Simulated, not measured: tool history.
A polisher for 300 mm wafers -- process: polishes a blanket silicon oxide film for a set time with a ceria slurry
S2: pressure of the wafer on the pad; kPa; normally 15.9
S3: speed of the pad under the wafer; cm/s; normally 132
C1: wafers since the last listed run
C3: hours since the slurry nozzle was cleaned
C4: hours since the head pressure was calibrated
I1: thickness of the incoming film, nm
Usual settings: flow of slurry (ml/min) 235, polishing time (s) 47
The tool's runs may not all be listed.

run 1 hour=0.0 | flow_of_slurry_(ml/min)=235 S2=19.3 S3=132 polishing_time_(s)=51 | C1=0 wafers_polished_on_this_pad=4890 C3=360.3 C4=549.5 | I1=1734.5 | film_removed_(angstrom)=2734
run 2 hour=41.7 | flow_of_slurry_(ml/min)=285 S2=15.9 S3=118 polishing_time_(s)=47 | C1=461 wafers_polished_on_this_pad=5351 C3=402.0 C4=591.2 | I1=1773.7 | film_removed_(angstrom)=1983
-- hour=79.8 worn pad replaced by a new one
-- hour=106.3 head pressure recalibrated
run 3 hour=110.6 | flow_of_slurry_(ml/min)=235 S2=17.9 S3=132 polishing_time_(s)=58 | C1=696 wafers_polished_on_this_pad=318 C3=470.9 C4=4.3 | I1=1786.3 | film_removed_(angstrom)=2864
run 4 hour=166.7 | flow_of_slurry_(ml/min)=235 S2=17.9 S3=132 polishing_time_(s)=58 | C1=620 wafers_polished_on_this_pad=939 C3=527.0 C4=60.4 | I1=1771.6 | film_removed_(angstrom)=2871
run 5 hour=200.7 | flow_of_slurry_(ml/min)=235 S2=17.9 S3=132 polishing_time_(s)=58 | C1=376 wafers_polished_on_this_pad=1315 C3=561.0 C4=94.4 | I1=1763.4 | film_removed_(angstrom)=2814
run 6 hour=235.9 | flow_of_slurry_(ml/min)=185 S2=15.9 S3=132 polishing_time_(s)=47 | C1=389 wafers_polished_on_this_pad=1705 C3=596.2 C4=129.6 | I1=1757.2 | film_removed_(angstrom)=1912
run 7 hour=269.1 | flow_of_slurry_(ml/min)=185 S2=15.9 S3=132 polishing_time_(s)=47 | C1=367 wafers_polished_on_this_pad=2072 C3=629.4 C4=162.8 | I1=1765.6 | film_removed_(angstrom)=1895
run 8 hour=328.8 | flow_of_slurry_(ml/min)=235 S2=15.9 S3=132 polishing_time_(s)=47 | C1=660 wafers_polished_on_this_pad=2733 C3=689.1 C4=222.5 | I1=1781.0 | film_removed_(angstrom)=2011
-- hour=336.9 slurry nozzle cleaned
run 9 hour=369.7 | flow_of_slurry_(ml/min)=235 S2=15.9 S3=132 polishing_time_(s)=47 | C1=441 wafers_polished_on_this_pad=3174 C3=32.8 C4=263.4 | I1=1750.7 | film_removed_(angstrom)=2077
run 10 hour=406.0 | flow_of_slurry_(ml/min)=235 S2=15.9 S3=132 polishing_time_(s)=47 | C1=401 wafers_polished_on_this_pad=3576 C3=69.1 C4=299.7 | I1=1757.5 | film_removed_(angstrom)=2077
run 11 hour=461.0 | flow_of_slurry_(ml/min)=235 S2=15.9 S3=132 polishing_time_(s)=47 | C1=608 wafers_polished_on_this_pad=4185 C3=124.1 C4=354.7 | I1=1768.0 | film_removed_(angstrom)=2092
run 12 hour=493.7 | flow_of_slurry_(ml/min)=270 S2=18.6 S3=132 polishing_time_(s)=47 | C1=361 wafers_polished_on_this_pad=4546 C3=156.8 C4=387.4 | I1=1768.0 | film_removed_(angstrom)=2530
run 13 hour=526.4 | flow_of_slurry_(ml/min)=235 S2=15.9 S3=154 polishing_time_(s)=47 | C1=361 wafers_polished_on_this_pad=4908 C3=189.5 C4=420.1 | I1=1765.6 | film_removed_(angstrom)=2305
run 14 hour=576.5 | flow_of_slurry_(ml/min)=235 S2=15.9 S3=132 polishing_time_(s)=37 | C1=554 wafers_polished_on_this_pad=5463 C3=239.6 C4=470.2 | I1=1757.5 | film_removed_(angstrom)=1609
run 15 hour=638.0 | flow_of_slurry_(ml/min)=235 S2=15.9 S3=100 polishing_time_(s)=47 | C1=680 wafers_polished_on_this_pad=6143 C3=301.1 C4=531.7 | I1=1799.3 | film_removed_(angstrom)=1820
-- hour=659.9 worn pad replaced by a new one
run 16 hour=706.0 | flow_of_slurry_(ml/min)=295 S2=10.3 S3=132 polishing_time_(s)=47 | C1=708 wafers_polished_on_this_pad=509 C3=369.1 C4=599.7 | I1=1790.1 | film_removed_(angstrom)=1408
-- hour=777.4 head pressure recalibrated
run 17 hour=777.8 | flow_of_slurry_(ml/min)=235 S2=20.7 S3=104 polishing_time_(s)=47 | C1=772 wafers_polished_on_this_pad=1282 C3=440.9 C4=0.4 | I1=1781.1 | film_removed_(angstrom)=2383
run 18 hour=832.0 | flow_of_slurry_(ml/min)=235 S2=15.9 S3=132 polishing_time_(s)=47 | C1=599 wafers_polished_on_this_pad=1881 C3=495.1 C4=54.6 | I1=1788.7 | film_removed_(angstrom)=2065
run 19 hour=890.4 | flow_of_slurry_(ml/min)=235 S2=13.8 S3=132 polishing_time_(s)=47 | C1=646 wafers_polished_on_this_pad=2528 C3=553.5 C4=113.0 | I1=1765.3 | film_removed_(angstrom)=1821
-- hour=980.8 slurry nozzle cleaned
run 20 hour=1063.1 | flow_of_slurry_(ml/min)=235 S2=15.9 S3=168 polishing_time_(s)=41 | C1=1899 wafers_polished_on_this_pad=4428 C3=82.3 C4=285.7 | I1=1748.0 | film_removed_(angstrom)=2142
run 21 hour=1134.8 | flow_of_slurry_(ml/min)=235 S2=10.3 S3=158 polishing_time_(s)=61 | C1=793 wafers_polished_on_this_pad=5221 C3=154.0 C4=357.4 | I1=1775.7 | film_removed_(angstrom)=2024
run 22 hour=1188.9 | flow_of_slurry_(ml/min)=235 S2=20.7 S3=174 polishing_time_(s)=35 | C1=598 wafers_polished_on_this_pad=5820 C3=208.1 C4=411.5 | I1=1784.4 | film_removed_(angstrom)=2434
-- hour=1195.3 worn pad replaced by a new one
run 23 hour=1247.5 | flow_of_slurry_(ml/min)=200 S2=13.8 S3=132 polishing_time_(s)=47 | C1=604 wafers_polished_on_this_pad=577 C3=266.7 C4=470.1 | I1=1789.7 | film_removed_(angstrom)=1771
run 24 hour=1296.7 | flow_of_slurry_(ml/min)=235 S2=17.9 S3=92 polishing_time_(s)=62 | C1=544 wafers_polished_on_this_pad=1121 C3=315.9 C4=519.3 | I1=1770.8 | film_removed_(angstrom)=2608
run 25 hour=1352.2 | flow_of_slurry_(ml/min)=205 S2=11.0 S3=92 polishing_time_(s)=36 | C1=614 wafers_polished_on_this_pad=1735 C3=371.4 C4=574.8 | I1=1797.8 | film_removed_(angstrom)=898
run 26 hour=1384.1 | flow_of_slurry_(ml/min)=235 S2=15.9 S3=132 polishing_time_(s)=47 | C1=352 wafers_polished_on_this_pad=2088 C3=403.3 C4=606.7 | I1=1775.6 | film_removed_(angstrom)=2051
run 27 hour=1442.9 | flow_of_slurry_(ml/min)=235 S2=15.9 S3=132 polishing_time_(s)=47 | C1=650 wafers_polished_on_this_pad=2739 C3=462.1 C4=665.5 | I1=1741.8 | film_removed_(angstrom)=2079
-- hour=1476.4 head pressure recalibrated
run 28 hour=1501.9 | flow_of_slurry_(ml/min)=235 S2=15.9 S3=162 polishing_time_(s)=47 | C1=630 wafers_polished_on_this_pad=3370 C3=521.1 C4=25.5 | I1=1777.9 | film_removed_(angstrom)=2342
run 29 hour=1565.8 | flow_of_slurry_(ml/min)=215 S2=13.8 S3=162 polishing_time_(s)=60 | C1=707 wafers_polished_on_this_pad=4077 C3=585.0 C4=89.4 | I1=1759.7 | film_removed_(angstrom)=2566
run 30 hour=1613.5 | flow_of_slurry_(ml/min)=235 S2=15.9 S3=132 polishing_time_(s)=60 | C1=527 wafers_polished_on_this_pad=4605 C3=632.7 C4=137.1 | I1=1760.4 | film_removed_(angstrom)=2603
-- hour=1671.2 worn pad replaced by a new one
run 31 hour=1680.9 | flow_of_slurry_(ml/min)=235 S2=19.3 S3=106 polishing_time_(s)=47 | C1=701 wafers_polished_on_this_pad=107 C3=700.1 C4=204.5 | I1=1744.4 | film_removed_(angstrom)=2159
-- hour=1685.3 slurry nozzle cleaned
run 32 hour=1729.7 | flow_of_slurry_(ml/min)=235 S2=15.9 S3=132 polishing_time_(s)=47 | C1=528 wafers_polished_on_this_pad=636 C3=44.4 C4=253.3 | I1=1792.1 | film_removed_(angstrom)=2097
run 33 hour=1777.7 | flow_of_slurry_(ml/min)=235 S2=15.9 S3=164 polishing_time_(s)=47 | C1=531 wafers_polished_on_this_pad=1167 C3=92.4 C4=301.3 | I1=1751.5 | film_removed_(angstrom)=2439
run 34 hour=1836.7 | flow_of_slurry_(ml/min)=235 S2=15.9 S3=132 polishing_time_(s)=47 | C1=652 wafers_polished_on_this_pad=1820 C3=151.4 C4=360.3 | I1=1777.5 | film_removed_(angstrom)=2116
run 35 hour=1894.4 | flow_of_slurry_(ml/min)=235 S2=20.7 S3=132 polishing_time_(s)=42 | C1=638 wafers_polished_on_this_pad=2458 C3=209.1 C4=418.0 | I1=1771.7 | film_removed_(angstrom)=2387
run 36 hour=1956.3 | flow_of_slurry_(ml/min)=280 S2=15.9 S3=132 polishing_time_(s)=38 | C1=684 wafers_polished_on_this_pad=3143 C3=271.0 C4=479.9 | I1=1790.7 | film_removed_(angstrom)=1740
run 37 hour=2001.8 | flow_of_slurry_(ml/min)=235 S2=15.9 S3=132 polishing_time_(s)=47 | C1=503 wafers_polished_on_this_pad=3647 C3=316.5 C4=525.4 | I1=1754.7 | film_removed_(angstrom)=2102

Below, some changes in film removed (angstrom) between adjacent runs. For each, the amount present without the hidden state too (settings, incoming material, random variation) and the amount remaining for the hidden state with gauge scatter not shared by both compared results:
The hidden state here: removal rate lost through wear of the pad, %; slurry flow missing at the pad, %; deviation of the head's pressure from its setpoint, %.
Run 8 -> 9: slurry nozzle cleaned. film removed (angstrom) +66: hidden state +152, all else -86.
Run 16 -> 17: flow of slurry (ml/min) 295 -> 235, S2 10.3 -> 20.7, S3 132 -> 104, head pressure recalibrated. film removed (angstrom) +975: hidden state -34, all else +1009.
Run 19 -> 20: S2 13.8 -> 15.9, S3 132 -> 168, polishing time (s) 47 -> 41, slurry nozzle cleaned. film removed (angstrom) +321: hidden state +61, all else +260.
Run 24 -> 25: flow of slurry (ml/min) 235 -> 205, S2 17.9 -> 11.0, polishing time (s) 62 -> 36. film removed (angstrom) -1710: hidden state +13, all else -1723.
Run 25 -> 26: flow of slurry (ml/min) 205 -> 235, S2 11.0 -> 15.9, S3 92 -> 132, polishing time (s) 36 -> 47. film removed (angstrom) +1153: hidden state -20, all else +1173.
Run 31 -> 32: S2 19.3 -> 15.9, S3 106 -> 132, slurry nozzle cleaned. film removed (angstrom) -62: hidden state +132, all else -194.
